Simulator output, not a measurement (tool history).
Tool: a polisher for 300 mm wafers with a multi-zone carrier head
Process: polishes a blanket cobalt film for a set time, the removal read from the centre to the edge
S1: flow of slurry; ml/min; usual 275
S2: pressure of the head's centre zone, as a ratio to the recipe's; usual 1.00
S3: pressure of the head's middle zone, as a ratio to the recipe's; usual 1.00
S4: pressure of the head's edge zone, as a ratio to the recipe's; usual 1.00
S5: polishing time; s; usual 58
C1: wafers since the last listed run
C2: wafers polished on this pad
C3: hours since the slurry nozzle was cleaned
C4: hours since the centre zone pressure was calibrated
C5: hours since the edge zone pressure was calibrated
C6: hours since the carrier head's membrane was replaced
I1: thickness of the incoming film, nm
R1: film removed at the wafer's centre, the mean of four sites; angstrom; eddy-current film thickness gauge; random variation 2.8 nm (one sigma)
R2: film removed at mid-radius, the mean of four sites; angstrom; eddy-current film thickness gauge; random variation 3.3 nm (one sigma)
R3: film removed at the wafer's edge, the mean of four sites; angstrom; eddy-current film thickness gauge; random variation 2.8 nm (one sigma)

run 1 day=0.000 | S1=275 S2=1.00 S3=1.00 S4=1.00 S5=58 | C1=0 C2=457 C3=230.5 C4=493.1 C5=693.4 C6=308.4 | I1=1223.4 | R1=2344 R2=2367 R3=2301
run 2 day=1.854 | S1=275 S2=1.00 S3=1.00 S4=1.00 S5=58 | C1=387 C2=845 C3=275.0 C4=537.6 C5=737.9 C6=352.9 | I1=1202.7 | R1=2354 R2=2327 R3=2286
-- day=4.567 slurry nozzle cleaned
run 3 day=4.979 | S1=275 S2=1.00 S3=1.00 S4=1.00 S5=58 | C1=644 C2=1489 C3=9.9 C4=612.6 C5=812.9 C6=427.9 | I1=1214.8 | R1=2318 R2=2298 R3=2210
run 4 day=6.858 | S1=275 S2=1.00 S3=1.00 S4=1.00 S5=58 | C1=392 C2=1881 C3=55.0 C4=657.7 C5=858.0 C6=473.0 | I1=1219.7 | R1=2317 R2=2389 R3=2272
run 5 day=8.179 | S1=275 S2=1.00 S3=1.00 S4=0.96 S5=58 | C1=275 C2=2157 C3=86.7 C4=689.4 C5=889.7 C6=504.7 | I1=1219.0 | R1=2314 R2=2337 R3=2154
run 6 day=9.588 | S1=275 S2=1.00 S3=1.00 S4=0.96 S5=58 | C1=294 C2=2451 C3=120.5 C4=723.2 C5=923.5 C6=538.5 | I1=1205.4 | R1=2275 R2=2290 R3=2166
-- day=10.892 centre zone pressure recalibrated
-- day=11.212 worn pad replaced by a new one
run 7 day=11.233 | S1=275 S2=1.11 S3=1.00 S4=1.12 S5=58 | C1=291 C2=4 C3=160.0 C4=8.2 C5=963.0 C6=578.0 | I1=1218.9 | R1=2566 R2=2341 R3=2392
run 8 day=12.879 | S1=305 S2=1.00 S3=0.97 S4=1.00 S5=38 | C1=343 C2=348 C3=199.5 C4=47.7 C5=1002.5 C6=617.5 | I1=1210.5 | R1=1542 R2=1465 R3=1499
run 9 day=14.183 | S1=325 S2=1.00 S3=1.00 S4=1.00 S5=45 | C1=272 C2=620 C3=230.8 C4=79.0 C5=1033.8 C6=648.8 | I1=1187.5 | R1=1809 R2=1860 R3=1748
-- day=16.383 slurry nozzle cleaned
run 10 day=16.829 | S1=275 S2=1.00 S3=1.00 S4=1.00 S5=76 | C1=544 C2=1164 C3=10.7 C4=142.5 C5=1097.3 C6=712.3 | I1=1222.5 | R1=3100 R2=3058 R3=2952
run 11 day=18.804 | S1=275 S2=1.00 S3=0.90 S4=1.00 S5=67 | C1=412 C2=1577 C3=58.1 C4=189.9 C5=1144.7 C6=759.7 | I1=1215.5 | R1=2739 R2=2404 R3=2553
run 12 day=21.462 | S1=275 S2=1.00 S3=1.00 S4=1.00 S5=58 | C1=555 C2=2132 C3=121.9 C4=253.7 C5=1208.5 C6=823.5 | I1=1196.8 | R1=2285 R2=2264 R3=2164
-- day=22.321 carrier head's membrane replaced by a new one
run 13 day=23.700 | S1=190 S2=1.00 S3=1.00 S4=1.08 S5=58 | C1=423 C2=2556 C3=175.6 C4=307.4 C5=1262.2 C6=33.1 | I1=1201.8 | R1=2144 R2=2152 R3=2198
-- day=25.988 worn pad replaced by a new one
run 14 day=26.242 | S1=310 S2=1.03 S3=1.00 S4=0.95 S5=58 | C1=496 C2=53 C3=236.6 C4=368.4 C5=1323.2 C6=94.1 | I1=1213.1 | R1=2456 R2=2342 R3=2242
-- day=26.912 edge zone pressure recalibrated
run 15 day=28.221 | S1=275 S2=1.00 S3=0.91 S4=1.00 S5=71 | C1=396 C2=449 C3=284.1 C4=415.9 C5=31.4 C6=141.6 | I1=1183.9 | R1=2804 R2=2575 R3=2746
run 16 day=30.438 | S1=275 S2=1.00 S3=0.95 S4=1.00 S5=58 | C1=463 C2=912 C3=337.3 C4=469.1 C5=84.6 C6=194.8 | I1=1222.4 | R1=2316 R2=2247 R3=2292
-- day=32.196 slurry nozzle cleaned
run 17 day=32.779 | S1=275 S2=1.00 S3=1.00 S4=1.00 S5=58 | C1=480 C2=1392 C3=14.0 C4=525.3 C5=140.8 C6=251.0 | I1=1224.0 | R1=2311 R2=2302 R3=2286
run 18 day=35.438 | S1=310 S2=1.03 S3=1.00 S4=0.95 S5=58 | C1=555 C2=1948 C3=77.8 C4=589.1 C5=204.6 C6=314.8 | I1=1207.9 | R1=2411 R2=2351 R3=2228
run 19 day=36.642 | S1=185 S2=1.00 S3=1.07 S4=1.00 S5=58 | C1=251 C2=2199 C3=106.7 C4=618.0 C5=233.5 C6=343.7 | I1=1204.9 | R1=2193 R2=2361 R3=2169
run 20 day=39.462 | S1=250 S2=0.90 S3=0.89 S4=1.04 S5=58 | C1=589 C2=2788 C3=174.4 C4=685.7 C5=301.2 C6=411.4 | I1=1218.1 | R1=2003 R2=2046 R3=2262
-- day=40.538 worn pad replaced by a new one
run 21 day=40.867 | S1=275 S2=1.00 S3=1.00 S4=1.09 S5=58 | C1=258 C2=68 C3=208.1 C4=719.4 C5=334.9 C6=445.1 | I1=1194.8 | R1=2338 R2=2395 R3=2379

Forecast each of these 5 alternatives for the next run:
run A day=40.883 | S1=275 S2=1.00 S3=1.00 S4=1.04 S5=58 | C1=3 C2=71 C3=208.5 C4=719.8 C5=335.3 C6=445.5 | I1=1217.5 | R1=? R2=? R3=?
run B day=40.883 | S1=335 S2=1.00 S3=0.93 S4=1.00 S5=58 | C1=3 C2=71 C3=208.5 C4=719.8 C5=335.3 C6=445.5 | I1=1217.5 | R1=? R2=? R3=?
run C day=40.883 | S1=275 S2=1.00 S3=0.90 S4=1.07 S5=58 | C1=3 C2=71 C3=208.5 C4=719.8 C5=335.3 C6=445.5 | I1=1217.5 | R1=? R2=? R3=?
run D day=40.883 | S1=190 S2=1.00 S3=1.00 S4=1.00 S5=46 | C1=3 C2=71 C3=208.5 C4=719.8 C5=335.3 C6=445.5 | I1=1217.5 | R1=? R2=? R3=?
run E day=40.883 | S1=210 S2=0.94 S3=1.00 S4=1.00 S5=51 | C1=3 C2=71 C3=208.5 C4=719.8 C5=335.3 C6=445.5 | I1=1217.5 | R1=? R2=? R3=?

run=A R1=2355 R2=2286 R3=2373
run=B R1=2391 R2=2182 R3=2356
run=C R1=2353 R2=2093 R3=2410
run=D R1=1807 R2=1760 R3=1806
run=E R1=1900 R2=1969 R3=2014
Without the tool's hidden state the same runs would have given:
run=A R1=2370 R2=2301 R3=2388
run=B R1=2406 R2=2196 R3=2371
run=C R1=2368 R2=2107 R3=2425
run=D R1=1818 R2=1772 R3=1817
run=E R1=1912 R2=1981 R3=2027
